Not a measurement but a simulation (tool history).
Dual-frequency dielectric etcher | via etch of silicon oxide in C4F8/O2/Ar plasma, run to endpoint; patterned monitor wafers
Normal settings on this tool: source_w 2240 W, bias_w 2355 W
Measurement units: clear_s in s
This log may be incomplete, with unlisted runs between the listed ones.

run	day	source_w	bias_w	wafers since the last listed run	hours since the last wet clean	hours since the last source power generator calibration	hours since the last bias power generator calibration	hours since the last upper electrode change	incoming incoming film thickness, nm	clear_s
1	0.000	1810	2355	0	403.1	3072.2	3318.8	5327.8	1201.3	247.8
2	2.092	1810	2355	205	453.3	3122.4	3369.0	5378.0	1220.4	251.4
3	3.708	2240	1948	158	492.1	3161.2	3407.8	5416.8	1217.0	239.3
4	4.788	2240	2355	106	518.0	3187.1	3433.7	5442.7	1208.3	228.2
5	6.246	2470	2355	143	553.0	3222.1	3468.7	5477.7	1208.5	219.7
# day 10.983: wet clean of the chamber
6	14.821	2470	2355	744	92.1	3427.9	3674.5	5683.5	1211.8	227.2
7	16.504	2240	2355	165	132.5	3468.3	3714.9	5723.9	1210.6	235.0
8	18.779	2240	2355	223	187.1	3522.9	3769.5	5778.5	1211.7	234.9
# day 20.946: upper electrode replaced
9	20.967	2240	2355	116	239.6	3575.4	3822.0	0.5	1215.3	234.5
# day 22.258: source power generator calibrated
10	22.367	2240	2355	121	273.2	2.6	3855.6	34.1	1204.5	231.5
11	23.833	2240	2355	144	308.4	37.8	3890.8	69.3	1206.2	230.4
# day 25.608: bias power generator calibrated
12	26.183	2240	2355	214	364.8	94.2	13.8	125.7	1220.4	230.0
13	27.604	1960	2870	139	398.9	128.3	47.9	159.8	1214.3	231.2
14	30.275	2460	2355	262	463.0	192.4	112.0	223.9	1218.8	221.3
15	32.454	2650	2898	214	515.3	244.7	164.3	276.2	1221.5	205.4
16	35.200	2240	2355	269	581.2	310.6	230.2	342.1	1212.9	228.6
17	37.733	1690	2846	249	642.0	371.4	291.0	402.9	1216.0	245.0

For run 18, what comes out?
# day 41.192: wet clean of the chamber
18	41.212	1810	2508	243	0.5	454.9	374.5	486.4	1217.6	?

{"run 18": {"clear_s": 258.5}}
With the hidden condition absent and the run-to-run variation left alone, this run would have shown clear_s 256.6 s.

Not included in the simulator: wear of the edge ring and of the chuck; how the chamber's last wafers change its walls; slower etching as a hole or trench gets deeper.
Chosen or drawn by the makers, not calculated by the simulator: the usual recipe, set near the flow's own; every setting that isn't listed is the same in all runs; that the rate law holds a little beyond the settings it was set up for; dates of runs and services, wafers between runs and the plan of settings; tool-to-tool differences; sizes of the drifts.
